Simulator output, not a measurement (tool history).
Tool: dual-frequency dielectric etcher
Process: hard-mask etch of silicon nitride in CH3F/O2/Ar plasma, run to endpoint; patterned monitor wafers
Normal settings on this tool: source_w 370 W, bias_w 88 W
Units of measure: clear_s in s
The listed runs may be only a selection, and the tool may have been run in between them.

run	hour	source_w	bias_w	wafers since the last listed run	hours since the last wet clean	hours since the last source power generator calibration	hours since the last bias power generator calibration	hours since the last upper electrode change	incoming incoming film thickness, nm	clear_s
1	0	430	88	0	150	3430.6	3645.1	4957.1	31.35	40.3
2	13.5	430	88	108	163.5	3444.1	3658.6	4970.6	31.77	40.8
3	29	370	88	124	179	3459.6	3674.1	4986.1	31.59	42.6
4	50.9	370	88	176	200.9	3481.5	3696	5008	31.6	42.7
5	72.4	410	104	173	222.4	3503	3717.5	5029.5	31.68	39.2
6	105.8	410	104	268	255.8	3536.4	3750.9	5062.9	31.55	38.9
7	125.4	370	72	157	275.4	3556	3770.5	5082.5	31.8	45.9
8	152.1	370	72	214	302.1	3582.7	3797.2	5109.2	31.51	45.5
9	167.4	370	88	123	317.4	3598	3812.5	5124.5	32.02	43.4
10	183.2	370	88	127	333.2	3613.8	3828.3	5140.3	31.81	42.9
11	210.4	370	88	218	360.4	3641	3855.5	5167.5	31.66	43
12	237.5	370	88	218	387.5	3668.1	3882.6	5194.6	31.78	43
13	259.3	370	88	175	409.3	3689.9	3904.4	5216.4	31.47	42.6
14	288	370	88	230	438	3718.6	3933.1	5245.1	31.9	43
# hour 293.3: source power generator calibrated
# hour 300.8: bias power generator calibrated
15	301.3	370	88	42	451.3	8	0.5	5258.4	31.4	42.8
# hour 351.9: upper electrode replaced
16	352.4	370	88	218	502.4	59.1	51.6	0.5	31.58	43
17	352.8	370	88	3	502.8	59.5	52	0.9	31.53	42.9
18	364.8	370	88	96	514.8	71.5	64	12.9	31.56	42.8
19	378.6	370	88	111	528.6	85.3	77.8	26.7	31.43	42.7
20	400.7	300	102	177	550.7	107.4	99.9	48.8	31.83	43.7
21	420.4	370	88	158	570.4	127.1	119.6	68.5	31.52	43
22	433.9	400	66	108	583.9	140.6	133.1	82	31.78	46.4
23	468.3	370	72	276	618.3	175	167.5	116.4	31.38	45.8
# hour 494.1: wet clean of the chamber
24	500.1	370	69	62	6	206.8	199.3	148.2	31.63	46.1
25	530.3	370	72	243	36.2	237	229.5	178.4	31.64	45.5
26	543.7	370	88	107	49.6	250.4	242.9	191.8	31.81	42.9
27	570	370	88	211	75.9	276.7	269.2	218.1	31.67	42.7
28	583.8	320	88	111	89.7	290.5	283	231.9	31.76	44.5

The next listed run, before its measurement:
29	608.9	420	105	202	114.8	315.6	308.1	257	31.8	?

{"run 29": {"clear_s": 39}}
With the hidden condition absent and the run-to-run variation left alone, this run would have shown clear_s 38.8 s.
